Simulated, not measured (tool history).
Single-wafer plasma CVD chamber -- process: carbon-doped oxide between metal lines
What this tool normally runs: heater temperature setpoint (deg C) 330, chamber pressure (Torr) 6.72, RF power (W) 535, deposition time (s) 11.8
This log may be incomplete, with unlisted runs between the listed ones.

run	hour	heater temperature setpoint (deg C)	chamber pressure (Torr)	RF power (W)	deposition time (s)	read-back reference wafer on the same gauge, thickness_nm	mean film thickness on the monitor wafer (Å)
1	0.0	330	6.72	575	11.8	74.196	740.29
2	10.4	330	6.72	575	11.8	74.174	738.74
3	23.6	330	6.72	575	11.8	74.156	743.70
4	30.8	330	6.72	535	11.8	74.251	692.47
5	48.3	330	6.72	535	11.8	74.223	696.71
6	54.6	319	6.72	535	11.8	74.112	717.96
7	62.3	319	6.72	535	11.8	74.202	721.37
8	73.7	319	6.72	535	11.8	74.261	726.14
# hour 82.2: gauge calibrated
9	87.7	325	6.72	495	11.8	74.264	656.41
10	94.5	325	6.72	495	11.8	74.168	650.90
11	109.0	330	6.72	535	11.8	74.162	689.43
12	124.5	330	6.72	535	11.8	74.121	696.09
# hour 139.1: capacitance manometer re-zeroed and calibrated
# hour 141.6: thermocouple changed; heater temperature recalibrated
13	142.1	330	6.72	475	11.8	74.224	606.80
14	151.5	330	6.72	535	11.8	74.171	688.14
15	158.1	345	5.08	450	11.8	74.215	525.14
16	173.5	330	6.72	535	9.5	74.214	553.30
# hour 187.6: showerhead replaced
17	188.1	330	6.72	625	10.5	74.196	711.98
18	194.1	340	7.96	535	11.8	74.194	682.62
# hour 204.6: RF generator calibrated
19	209.8	330	6.72	535	11.8	74.218	739.39
20	223.0	335	6.72	505	11.8	74.188	689.44
21	231.5	330	6.72	470	9.9	74.167	552.67
22	246.3	344	6.72	580	11.8	74.208	765.50
23	252.8	320	6.72	630	13.4	74.205	996.58

Predict the results of run 24:
24	261.4	323	6.72	535	11.8	?	?

read-back reference wafer on the same gauge, thickness_nm: 74.233
mean film thickness on the monitor wafer (Å): 748.06
Had the tool carried no hidden state, the very same run would have given mean film thickness on the monitor wafer (Å) 758.85.
